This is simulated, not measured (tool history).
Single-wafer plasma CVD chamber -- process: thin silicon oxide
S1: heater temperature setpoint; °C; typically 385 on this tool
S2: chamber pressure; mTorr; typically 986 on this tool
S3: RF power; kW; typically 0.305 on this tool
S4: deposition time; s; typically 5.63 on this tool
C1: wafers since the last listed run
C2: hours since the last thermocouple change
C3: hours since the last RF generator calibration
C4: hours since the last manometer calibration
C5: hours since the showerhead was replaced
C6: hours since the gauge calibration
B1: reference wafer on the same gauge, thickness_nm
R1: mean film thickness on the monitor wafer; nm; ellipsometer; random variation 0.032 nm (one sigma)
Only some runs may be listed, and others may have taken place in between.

run	day	S1	S2	S3	S4	C1	C2	C3	C4	C5	C6	B1	R1
1	0	385	1147	0.305	5.63	0	1737.4	2040.7	28.5	5261.8	234.6	11.599	13.922
2	0.504	385	1147	0.305	5.63	340	1749.5	2052.8	40.6	5273.9	246.7	11.601	13.893
3	1.45	385	1140	0.305	5.63	638	1772.2	2075.5	63.3	5296.6	269.4	11.599	13.716
4	2.338	385	1140	0.305	5.63	598	1793.5	2096.8	84.6	5317.9	290.7	11.606	13.765
5	3.308	385	1140	0.305	5.63	655	1816.8	2120.1	107.9	5341.2	314	11.604	13.777
6	4.362	385	986	0.305	5.63	711	1842.1	2145.4	133.2	5366.5	339.3	11.601	12.562
7	5.404	385	986	0.305	5.63	702	1867.1	2170.4	158.2	5391.5	364.3	11.598	12.558
8	6.062	385	986	0.305	5.63	444	1882.9	2186.2	174	5407.3	380.1	11.599	12.57
# day 7.088: showerhead replaced
9	7.35	385	986	0.305	5.63	643	1913.8	2217.1	204.9	6.3	411	11.6	12.512
10	8.458	385	986	0.27	4.71	747	1940.4	2243.7	231.5	32.9	437.6	11.601	9.96
11	9.138	385	1219	0.305	4.85	458	1956.7	2260	247.8	49.2	453.9	11.594	12.308
12	10.583	380	1104	0.325	6.23	975	1991.4	2294.7	282.5	83.9	488.6	11.604	15.362
13	11.254	390	986	0.305	5.63	452	2007.5	2310.8	298.6	100	504.7	11.599	12.454
14	12.188	385	839	0.285	5.63	629	2029.9	2333.2	321	122.4	527.1	11.603	10.685
15	12.796	380	1104	0.325	6.23	410	2044.5	2347.8	335.6	137	541.7	11.601	15.374
# day 13.196: RF generator calibrated
16	13.3	385	903	0.33	5.63	115	2056.6	2.5	347.7	149.1	553.8	11.592	12.051
17	14.417	385	986	0.335	6.39	753	2083.4	29.3	374.5	175.9	580.6	11.597	14.763
18	15.633	395	741	0.265	6.51	821	2112.6	58.5	403.7	205.1	609.8	11.603	10.72
# day 15.721: gauge calibrated
19	16.988	397	776	0.305	6.41	913	2145.1	91	436.2	237.6	30.4	11.61	11.664
# day 17.529: thermocouple changed; heater temperature recalibrated
20	18.392	392	1099	0.36	5.14	722	20.7	124.7	469.9	271.3	64.1	11.599	12.968
21	18.992	378	986	0.335	5.63	404	35.1	139.1	484.3	285.7	78.5	11.597	12.965
22	20.483	385	986	0.305	5.63	1006	70.9	174.9	520.1	321.5	114.3	11.602	12.429
23	21	385	986	0.27	5.63	348	83.3	187.3	532.5	333.9	126.7	11.602	11.835
24	21.971	370	986	0.285	5.63	655	106.6	210.6	555.8	357.2	150	11.598	12.21
25	23.108	396	986	0.325	6.49	767	133.9	237.9	583.1	384.5	177.3	11.597	14.585
26	24.067	380	1198	0.305	4.87	646	156.9	260.9	606.1	407.5	200.3	11.61	12.231
27	25.496	400	807	0.27	5.95	964	191.2	295.2	640.4	441.8	234.6	11.61	10.518
28	26.458	380	801	0.305	5.63	649	214.3	318.3	663.5	464.9	257.7	11.6	10.541

5 options for the next run, each taken on its own from the tool as it stands now. Forecast them:
A	26.475	385	986	0.305	5.63	11	214.7	318.7	663.9	465.3	258.1	?	?
B	26.475	385	1215	0.305	5.63	11	214.7	318.7	663.9	465.3	258.1	?	?
C	26.475	375	986	0.305	5.27	11	214.7	318.7	663.9	465.3	258.1	?	?
D	26.475	385	828	0.245	4.95	11	214.7	318.7	663.9	465.3	258.1	?	?
E	26.475	385	797	0.36	5.63	11	214.7	318.7	663.9	465.3	258.1	?	?

run	B1	R1
A	11.598	12.43
B	11.598	14.181
C	11.598	11.712
D	11.598	8.627
E	11.598	11.235
Had the tool no hidden state, the same runs would have come out as:
run	R1
A	12.664
B	14.413
C	11.932
D	8.812
E	11.499
